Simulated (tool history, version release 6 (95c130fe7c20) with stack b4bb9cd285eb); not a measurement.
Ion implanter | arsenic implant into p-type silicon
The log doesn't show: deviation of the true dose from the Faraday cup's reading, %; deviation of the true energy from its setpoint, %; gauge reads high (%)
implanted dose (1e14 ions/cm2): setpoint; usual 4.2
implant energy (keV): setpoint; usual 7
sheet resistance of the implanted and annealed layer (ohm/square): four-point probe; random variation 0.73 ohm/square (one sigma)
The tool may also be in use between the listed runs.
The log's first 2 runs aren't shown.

run	day	implanted dose (1e14 ions/cm2)	implant energy (keV)	wafers since the last listed run	hours since the last dose calibration	hours since the extraction supply was calibrated	hours since the gauge calibration	read-back reference wafer on the same gauge, sheet resistance	sheet resistance of the implanted and annealed layer (ohm/square)
3	1.7	3.93	5.5	160	1146.4	6218.3	734.1	276.97	278.71
4	5.471	3.93	5.5	1075	1236.9	6308.8	824.6	276.76	278.49
5	6.625	3.93	5.5	329	1264.6	6336.5	852.3	277.08	278.72
6	10.046	5.19	7	975	1346.7	6418.6	934.4	277.08	222.72
7	10.612	5.19	7	161	1360.3	6432.2	948	277	223.53
8	11.142	4.2	7.5	150	1373	6444.9	960.7	277.26	259.46
# day 11.329: gauge calibrated
9	11.821	4.2	7.5	193	1389.3	6461.2	11.8	277.08	261.17
10	12.333	4.2	7	146	1401.6	6473.5	24.1	277	261.38
11	13.038	4.2	7	200	1418.5	6490.4	41	276.94	261.89
12	13.542	4.2	7	143	1430.6	6502.5	53.1	277	261.03
# day 14.492: extraction supply calibrated
13	15.017	4.2	7	325	1466	12.6	88.5	276.89	260.95
14	16.271	4.2	7	357	1496.1	42.7	118.6	276.94	260.45
15	17.242	4.2	7	276	1519.4	66	141.9	277.18	259.73
16	18.317	4.2	7	306	1545.2	91.8	167.7	277.12	261.71
17	19.417	4.2	7	313	1571.6	118.2	194.1	277	260.27
18	20.504	4.89	5.5	310	1597.7	144.3	220.2	277.02	234.66
19	21.554	5.37	4.5	299	1622.9	169.5	245.4	277	220.24

Run 20 comes next. What will it give?
20	22.512	4.2	4.5	273	1645.9	192.5	268.4	?	?

read-back reference wafer on the same gauge, sheet resistance: 276.95
sheet resistance of the implanted and annealed layer (ohm/square): 264.14
Without the tool's hidden state the same run would have given sheet resistance of the implanted and annealed layer (ohm/square) 272.07.
